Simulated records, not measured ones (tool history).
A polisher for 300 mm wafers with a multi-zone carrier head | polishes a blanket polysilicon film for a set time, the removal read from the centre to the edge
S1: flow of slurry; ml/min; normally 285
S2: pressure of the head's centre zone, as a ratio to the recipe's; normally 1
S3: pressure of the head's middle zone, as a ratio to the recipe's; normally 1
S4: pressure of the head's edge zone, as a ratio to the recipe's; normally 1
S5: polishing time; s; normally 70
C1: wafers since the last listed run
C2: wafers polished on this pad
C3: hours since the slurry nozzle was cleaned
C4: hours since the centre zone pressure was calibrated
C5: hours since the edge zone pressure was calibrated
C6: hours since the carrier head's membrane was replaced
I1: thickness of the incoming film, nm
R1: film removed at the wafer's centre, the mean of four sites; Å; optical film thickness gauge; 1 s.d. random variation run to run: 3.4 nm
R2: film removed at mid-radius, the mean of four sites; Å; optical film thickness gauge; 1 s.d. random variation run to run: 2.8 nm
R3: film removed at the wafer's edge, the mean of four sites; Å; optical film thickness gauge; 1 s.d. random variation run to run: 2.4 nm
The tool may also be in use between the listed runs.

| run | hour | S1 | S2 | S3 | S4 | S5 | C1 | C2 | C3 | C4 | C5 | C6 | I1 | R1 | R2 | R3 |
|---|---|---|---|---|---|---|---|---|---|---|---|---|---|---|---|---|
| 1 | 0 | 285 | 0.93 | 1 | 1 | 53 | 0 | 613 | 477.2 | 113.7 | 281.3 | 946.3 | 2405.1 | 1820 | 1985 | 1983 |
| 2 | 35.9 | 285 | 0.93 | 1 | 1 | 53 | 279 | 892 | 513.1 | 149.6 | 317.2 | 982.2 | 2342.9 | 1799 | 1937 | 1959 |
|  | 66.2 | worn pad replaced by a new one |
| 3 | 66.7 | 285 | 0.93 | 1 | 1 | 53 | 208 | 3 | 543.9 | 180.4 | 348 | 1013 | 2327.2 | 1901 | 2069 | 2097 |
| 4 | 107.3 | 285 | 1 | 0.91 | 1.03 | 70 | 315 | 319 | 584.5 | 221 | 388.6 | 1053.6 | 2375.8 | 2657 | 2476 | 2705 |
| 5 | 153.9 | 285 | 1 | 0.91 | 1.03 | 70 | 362 | 682 | 631.1 | 267.6 | 435.2 | 1100.2 | 2361.5 | 2525 | 2426 | 2684 |
|  | 205.1 | worn pad replaced by a new one |
| 6 | 207.1 | 285 | 1.05 | 1 | 1 | 70 | 382 | 15 | 684.3 | 320.8 | 488.4 | 1153.4 | 2396.4 | 2786 | 2728 | 2749 |
|  | 226.1 | carrier head's membrane replaced by a new one |
|  | 228.4 | edge zone pressure recalibrated |
|  | 242.3 | slurry nozzle cleaned |
|  | 277.9 | centre zone pressure recalibrated |
| 7 | 315.7 | 285 | 1 | 1 | 1 | 78 | 766 | 782 | 73.4 | 37.8 | 87.3 | 89.6 | 2347.6 | 2805 | 2854 | 2836 |
|  | 343.9 | worn pad replaced by a new one |
| 8 | 357 | 285 | 1 | 0.91 | 1.03 | 70 | 290 | 101 | 114.7 | 79.1 | 128.6 | 130.9 | 2359.9 | 2677 | 2554 | 2714 |
| 9 | 385.5 | 285 | 1 | 0.96 | 1 | 70 | 221 | 323 | 143.2 | 107.6 | 157.1 | 159.4 | 2337.1 | 2606 | 2569 | 2625 |
| 10 | 421 | 285 | 1 | 0.96 | 1.12 | 70 | 276 | 599 | 178.7 | 143.1 | 192.6 | 194.9 | 2380.5 | 2538 | 2503 | 2745 |
|  | 468.8 | worn pad replaced by a new one |
| 11 | 474.2 | 285 | 0.88 | 1 | 1 | 70 | 382 | 42 | 231.9 | 196.3 | 245.8 | 248.1 | 2324.5 | 2345 | 2730 | 2735 |
| 12 | 507.6 | 285 | 1 | 1 | 1.09 | 82 | 259 | 301 | 265.3 | 229.7 | 279.2 | 281.5 | 2406.2 | 3140 | 3123 | 3248 |
| 13 | 561.6 | 285 | 1 | 0.92 | 1 | 70 | 420 | 721 | 319.3 | 283.7 | 333.2 | 335.5 | 2384.7 | 2584 | 2413 | 2620 |
| 14 | 586.9 | 285 | 1.04 | 1 | 1 | 70 | 196 | 918 | 344.6 | 309 | 358.5 | 360.8 | 2389.7 | 2601 | 2594 | 2629 |
|  | 594.2 | worn pad replaced by a new one |
| 15 | 651.1 | 285 | 1 | 1 | 1 | 70 | 468 | 442 | 408.8 | 373.2 | 422.7 | 425 | 2386.2 | 2613 | 2647 | 2672 |

Each row is a separate what-if for the run after 15, all from the same tool condition, not one after another. Results?
| A | 651.5 | 285 | 1 | 1 | 1 | 70 | 3 | 445 | 409.2 | 373.6 | 423.1 | 425.4 | 2333.8 | ? | ? | ? |
| B | 651.5 | 285 | 1 | 1 | 1.07 | 48 | 3 | 445 | 409.2 | 373.6 | 423.1 | 425.4 | 2333.8 | ? | ? | ? |
| C | 651.5 | 205 | 1 | 0.92 | 1 | 70 | 3 | 445 | 409.2 | 373.6 | 423.1 | 425.4 | 2333.8 | ? | ? | ? |

| run | R1 | R2 | R3 |
|---|---|---|---|
| A | 2624 | 2693 | 2703 |
| B | 1799 | 1846 | 1916 |
| C | 2560 | 2479 | 2662 |
With the hidden condition removed and each run's random variation left untouched, the same runs would have given:
| run | R1 | R2 | R3 |
|---|---|---|---|
| A | 2705 | 2776 | 2787 |
| B | 1855 | 1904 | 1976 |
| C | 2639 | 2556 | 2744 |
